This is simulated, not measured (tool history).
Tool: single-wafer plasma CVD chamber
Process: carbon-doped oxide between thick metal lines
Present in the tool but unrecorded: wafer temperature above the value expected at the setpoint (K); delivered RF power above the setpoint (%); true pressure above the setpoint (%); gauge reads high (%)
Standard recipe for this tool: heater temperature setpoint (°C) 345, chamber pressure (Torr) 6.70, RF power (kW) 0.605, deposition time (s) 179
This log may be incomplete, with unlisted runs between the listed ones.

| run | hour | heater temperature setpoint (°C) | chamber pressure (Torr) | RF power (kW) | deposition time (s) | wafers since the last listed run | hours since the last thermocouple change | hours since the last RF generator calibration | hours since the last manometer calibration | hours since the showerhead was replaced | hours since the gauge calibration | read-back reference wafer on the same gauge, thickness_nm | mean film thickness on the monitor wafer (Å) |
|---|---|---|---|---|---|---|---|---|---|---|---|---|---|
| 1 | 0.0 | 345 | 6.70 | 0.605 | 179 | 0 | 1165.9 | 842.3 | 1168.2 | 3364.5 | 587.9 | 937.330 | 8988.89 |
|  | 8.2 | showerhead replaced |
| 2 | 8.7 | 345 | 6.70 | 0.605 | 179 | 9 | 1174.6 | 851.0 | 1176.9 | 0.5 | 596.6 | 937.436 | 9043.97 |
| 3 | 24.3 | 345 | 6.70 | 0.605 | 170 | 207 | 1190.2 | 866.6 | 1192.5 | 16.1 | 612.2 | 935.541 | 8575.22 |
|  | 41.8 | thermocouple changed; heater temperature recalibrated |
| 4 | 42.3 | 345 | 5.41 | 0.640 | 179 | 133 | 0.5 | 884.6 | 1210.5 | 34.1 | 630.2 | 936.434 | 9331.11 |
| 5 | 52.8 | 345 | 6.70 | 0.540 | 201 | 139 | 11.0 | 895.1 | 1221.0 | 44.6 | 640.7 | 936.817 | 9075.58 |
|  | 63.2 | gauge calibrated |
| 6 | 72.5 | 336 | 6.70 | 0.605 | 179 | 262 | 30.7 | 914.8 | 1240.7 | 64.3 | 9.3 | 936.443 | 9265.85 |
| 7 | 78.8 | 345 | 6.70 | 0.605 | 179 | 83 | 37.0 | 921.1 | 1247.0 | 70.6 | 15.6 | 936.842 | 9019.22 |
| 8 | 90.6 | 332 | 8.26 | 0.605 | 179 | 157 | 48.8 | 932.9 | 1258.8 | 82.4 | 27.4 | 936.123 | 9540.45 |
| 9 | 106.3 | 345 | 6.70 | 0.605 | 179 | 208 | 64.5 | 948.6 | 1274.5 | 98.1 | 43.1 | 936.185 | 9038.33 |
|  | 121.6 | capacitance manometer re-zeroed and calibrated |
| 10 | 123.4 | 332 | 7.24 | 0.550 | 157 | 121 | 81.6 | 965.7 | 1.8 | 115.2 | 60.2 | 937.373 | 7603.80 |
| 11 | 133.9 | 340 | 7.30 | 0.605 | 160 | 139 | 92.1 | 976.2 | 12.3 | 125.7 | 70.7 | 936.579 | 8186.37 |
|  | 142.7 | RF generator calibrated |
| 12 | 151.5 | 355 | 6.70 | 0.670 | 193 | 127 | 109.7 | 8.8 | 29.9 | 143.3 | 88.3 | 937.212 | 10873.72 |
| 13 | 165.1 | 340 | 5.45 | 0.555 | 161 | 180 | 123.3 | 22.4 | 43.5 | 156.9 | 101.9 | 936.457 | 7899.91 |
| 14 | 177.6 | 345 | 5.80 | 0.555 | 179 | 166 | 135.8 | 34.9 | 56.0 | 169.4 | 114.4 | 936.231 | 8632.17 |
| 15 | 195.2 | 345 | 6.70 | 0.605 | 179 | 234 | 153.4 | 52.5 | 73.6 | 187.0 | 132.0 | 937.069 | 9433.88 |
| 16 | 206.9 | 345 | 6.70 | 0.605 | 179 | 155 | 165.1 | 64.2 | 85.3 | 198.7 | 143.7 | 937.076 | 9444.72 |
| 17 | 218.3 | 358 | 6.70 | 0.605 | 169 | 151 | 176.5 | 75.6 | 96.7 | 210.1 | 155.1 | 936.864 | 8567.64 |
| 18 | 229.6 | 345 | 5.86 | 0.605 | 179 | 150 | 187.8 | 86.9 | 108.0 | 221.4 | 166.4 | 937.486 | 9345.50 |
| 19 | 236.2 | 333 | 6.70 | 0.490 | 179 | 87 | 194.4 | 93.5 | 114.6 | 228.0 | 173.0 | 935.992 | 7852.94 |
| 20 | 247.8 | 345 | 7.67 | 0.605 | 197 | 154 | 206.0 | 105.1 | 126.2 | 239.6 | 184.6 | 937.541 | 10361.37 |
| 21 | 265.6 | 358 | 5.93 | 0.710 | 165 | 236 | 223.8 | 122.9 | 144.0 | 257.4 | 202.4 | 937.327 | 9436.66 |
| 22 | 281.2 | 334 | 6.70 | 0.500 | 179 | 207 | 239.4 | 138.5 | 159.6 | 273.0 | 218.0 | 937.694 | 7947.67 |
| 23 | 295.3 | 345 | 7.42 | 0.605 | 179 | 187 | 253.5 | 152.6 | 173.7 | 287.1 | 232.1 | 936.452 | 9374.86 |
| 24 | 309.7 | 345 | 6.70 | 0.605 | 194 | 191 | 267.9 | 167.0 | 188.1 | 301.5 | 246.5 | 936.025 | 10035.54 |
| 25 | 327.1 | 334 | 6.70 | 0.605 | 179 | 231 | 285.3 | 184.4 | 205.5 | 318.9 | 263.9 | 937.177 | 9647.40 |
| 26 | 366.5 | 358 | 7.92 | 0.675 | 161 | 524 | 324.7 | 223.8 | 244.9 | 358.3 | 303.3 | 936.799 | 8880.95 |
| 27 | 384.1 | 345 | 6.70 | 0.605 | 179 | 234 | 342.3 | 241.4 | 262.5 | 375.9 | 320.9 | 937.068 | 9237.16 |

5 options for the next run, each taken on its own from the tool as it stands now. Forecast them:
| A | 384.5 | 345 | 6.70 | 0.705 | 179 | 5 | 342.7 | 241.8 | 262.9 | 376.3 | 321.3 | ? | ? |
| B | 384.5 | 345 | 6.70 | 0.665 | 179 | 5 | 342.7 | 241.8 | 262.9 | 376.3 | 321.3 | ? | ? |
| C | 384.5 | 338 | 7.65 | 0.530 | 161 | 5 | 342.7 | 241.8 | 262.9 | 376.3 | 321.3 | ? | ? |
| D | 384.5 | 345 | 6.70 | 0.605 | 166 | 5 | 342.7 | 241.8 | 262.9 | 376.3 | 321.3 | ? | ? |
| E | 384.5 | 338 | 6.70 | 0.605 | 152 | 5 | 342.7 | 241.8 | 262.9 | 376.3 | 321.3 | ? | ? |

| run | read-back reference wafer on the same gauge, thickness_nm | mean film thickness on the monitor wafer (Å) |
|---|---|---|
| A | 936.390 | 10592.91 |
| B | 936.390 | 10090.07 |
| C | 936.390 | 7550.11 |
| D | 936.390 | 8610.07 |
| E | 936.390 | 8065.02 |
Had the tool no hidden state, the same runs would have come out as:
| run | mean film thickness on the monitor wafer (Å) |
|---|---|
| A | 11117.41 |
| B | 10592.42 |
| C | 7960.73 |
| D | 9049.20 |
| E | 8476.35 |
